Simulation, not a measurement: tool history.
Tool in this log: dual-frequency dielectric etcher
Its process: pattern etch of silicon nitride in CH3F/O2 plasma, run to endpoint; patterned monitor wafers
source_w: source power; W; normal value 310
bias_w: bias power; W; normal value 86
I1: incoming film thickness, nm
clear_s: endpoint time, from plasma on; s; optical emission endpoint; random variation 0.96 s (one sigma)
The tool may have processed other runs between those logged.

{"run": 1, "day": 0.0, "source_w": 310, "bias_w": 86, "I1": 106.7, "clear_s": 131.5}
{"run": 2, "day": 0.946, "source_w": 310, "bias_w": 86, "I1": 107.6, "clear_s": 129}
{"run": 3, "day": 1.621, "source_w": 310, "bias_w": 86, "I1": 107.9, "clear_s": 129.4}
{"run": 4, "day": 2.942, "source_w": 310, "bias_w": 86, "I1": 107.3, "clear_s": 130.8}
{"run": 5, "day": 3.633, "source_w": 310, "bias_w": 86, "I1": 107.3, "clear_s": 131.8}
{"run": 6, "day": 4.279, "source_w": 310, "bias_w": 86, "I1": 107.6, "clear_s": 132.2}
{"run": 7, "day": 5.279, "source_w": 310, "bias_w": 101, "I1": 106.8, "clear_s": 120.5}
{"run": 8, "day": 6.679, "source_w": 310, "bias_w": 101, "I1": 106.8, "clear_s": 122.4}
{"run": 9, "day": 7.583, "source_w": 310, "bias_w": 86, "I1": 107.5, "clear_s": 131.8}
{"day": 8.092, "done": "bias power generator calibrated"}
{"day": 10.029, "done": "wet clean of the chamber"}
{"day": 10.108, "done": "source power generator calibrated"}
{"run": 10, "day": 11.0, "source_w": 310, "bias_w": 86, "I1": 107.1, "clear_s": 127.6}
{"run": 11, "day": 12.1, "source_w": 310, "bias_w": 86, "I1": 107.3, "clear_s": 127.8}
{"day": 13.3, "done": "upper electrode replaced"}
{"run": 12, "day": 13.321, "source_w": 240, "bias_w": 79, "I1": 108.8, "clear_s": 150.5}
{"run": 13, "day": 13.575, "source_w": 310, "bias_w": 86, "I1": 107.8, "clear_s": 128.2}
{"run": 14, "day": 14.996, "source_w": 310, "bias_w": 86, "I1": 108.4, "clear_s": 130.5}
{"run": 15, "day": 16.054, "source_w": 310, "bias_w": 86, "I1": 106.9, "clear_s": 128.4}
{"run": 16, "day": 16.804, "source_w": 370, "bias_w": 99, "I1": 107.2, "clear_s": 112.5}
{"run": 17, "day": 17.467, "source_w": 310, "bias_w": 77, "I1": 106.8, "clear_s": 135.7}
{"run": 18, "day": 18.95, "source_w": 230, "bias_w": 75, "I1": 107.9, "clear_s": 157.8}

For run 19, what comes out?
{"run": 19, "day": 19.854, "source_w": 370, "bias_w": 94, "I1": 107.3, "clear_s": "?"}

{"run 19": {"clear_s": 115.5}}
With the hidden condition absent and the run-to-run variation left alone, this run would have shown clear_s 111.7 s.
